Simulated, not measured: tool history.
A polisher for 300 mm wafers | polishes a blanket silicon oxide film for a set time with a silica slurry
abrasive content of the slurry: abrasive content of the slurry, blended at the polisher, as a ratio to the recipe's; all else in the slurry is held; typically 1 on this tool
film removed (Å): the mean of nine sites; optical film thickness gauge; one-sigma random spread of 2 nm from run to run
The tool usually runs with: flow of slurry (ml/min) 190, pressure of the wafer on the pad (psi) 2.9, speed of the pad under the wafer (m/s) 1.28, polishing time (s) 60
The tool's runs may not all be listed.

run	hour	flow of slurry (ml/min)	pressure of the wafer on the pad (psi)	speed of the pad under the wafer (m/s)	abrasive content of the slurry	polishing time (s)	wafers since the last listed run	wafers polished on this pad	hours since the slurry nozzle was cleaned	hours since the head pressure was calibrated	hours since the slurry blender was calibrated	hours since the conditioning disc was replaced	incoming thickness of the incoming film, nm	film removed (Å)
1	0	190	2.9	1.28	1	60	0	821	535.1	271	371.9	48.4	772.1	1761
2	12.8	190	2.9	1.28	1	60	110	931	547.9	283.8	384.7	61.2	791.8	1756
# hour 63.4: slurry blender recalibrated
# hour 65.4: worn pad replaced by a new one
3	65.9	190	2.9	1.28	1	60	421	4	601	336.9	2.5	114.3	774.9	1736
# hour 98.4: conditioning disc replaced and pad reconditioned
4	98.9	190	2.9	1.28	0.9	60	266	270	634	369.9	35.5	0.5	790.2	1651
5	123.6	190	2.9	1.28	1	60	212	483	658.7	394.6	60.2	25.2	781.8	1749
6	143.9	190	2.9	1.28	1	60	174	657	679	414.9	80.5	45.5	782.6	1762
7	176.6	190	2.9	1.02	1	60	281	938	711.7	447.6	113.2	78.2	772.9	1548
8	200.1	190	2.9	1.28	1	60	201	1140	735.2	471.1	136.7	101.7	775.1	1793
9	224.1	190	2.9	1.28	1.1	48	206	1346	759.2	495.1	160.7	125.7	790.8	1450
# hour 244.2: worn pad replaced by a new one
10	248.7	190	2.9	1.28	1	54	177	38	783.8	519.7	185.3	150.3	784.8	1581
11	278.5	170	2.9	1.06	1	60	256	294	813.6	549.5	215.1	180.1	785.8	1585
# hour 286.2: conditioning disc replaced and pad reconditioned
# hour 313.9: slurry nozzle cleaned
# hour 339.1: head pressure recalibrated
12	353.6	190	2.9	1.28	1.25	42	602	897	39.7	14.5	290.2	67.4	775.1	1341
13	388.3	190	3.6	1.68	1	60	298	1195	74.4	49.2	324.9	102.1	776.3	2396
# hour 392.5: worn pad replaced by a new one
14	405.2	190	2.9	1.28	1	60	110	109	91.3	66.1	341.8	119	786.2	1699
# hour 417.6: slurry blender recalibrated
15	426.3	220	2.9	1.28	1	71	164	273	112.4	87.2	8.7	140.1	776	2083
# hour 449.3: conditioning disc replaced and pad reconditioned
16	454.2	190	2.9	1.28	1	60	222	495	140.3	115.1	36.6	4.9	782.8	1699
17	477.2	160	2.9	0.92	1	60	197	693	163.3	138.1	59.6	27.9	771.3	1348
18	491.2	190	2.9	1.28	1	60	120	813	177.3	152.1	73.6	41.9	786.8	1688
19	509.1	230	3.4	1.28	1	40	153	967	195.2	170	91.5	59.8	783.8	1363
20	526.4	190	2.9	1.28	0.8	60	148	1116	212.5	187.3	108.8	77.1	778.2	1519
21	550.9	230	3.7	1.16	1	79	210	1327	237	211.8	133.3	101.6	782.7	2730
# hour 556.1: worn pad replaced by a new one
22	570.1	190	2.4	1.62	1	60	130	120	256.2	231	152.5	120.8	767.1	1753
23	596	190	2.9	1.28	0.85	69	222	343	282.1	256.9	178.4	146.7	780.8	1835
# hour 603: conditioning disc replaced and pad reconditioned
24	616	190	2.9	1.28	0.75	60	154	497	302.1	276.9	198.4	13	787.2	1481

What was the tool's hidden state at every run in the log?
removal rate lost through wear of the pad, %: 0 at every run
slurry flow missing at the pad, %: 0 at every run
abrasive missing from the slurry, %: 0 at every run
time polished since the conditioner stopped cutting, s: 0 at every run
H1: deviation of the head's pressure from its setpoint, %
run	H1
1	4.98
2	5.09
3	5.46
4	5.64
5	5.76
6	5.84
7	5.96
8	6.04
9	6.11
10	6.17
11	6.23
12	-0.088
13	0.915
14	1.34
15	1.83
16	2.39
17	2.8
18	3.02
19	3.29
20	3.52
21	3.82
22	4.03
23	4.28
24	4.46
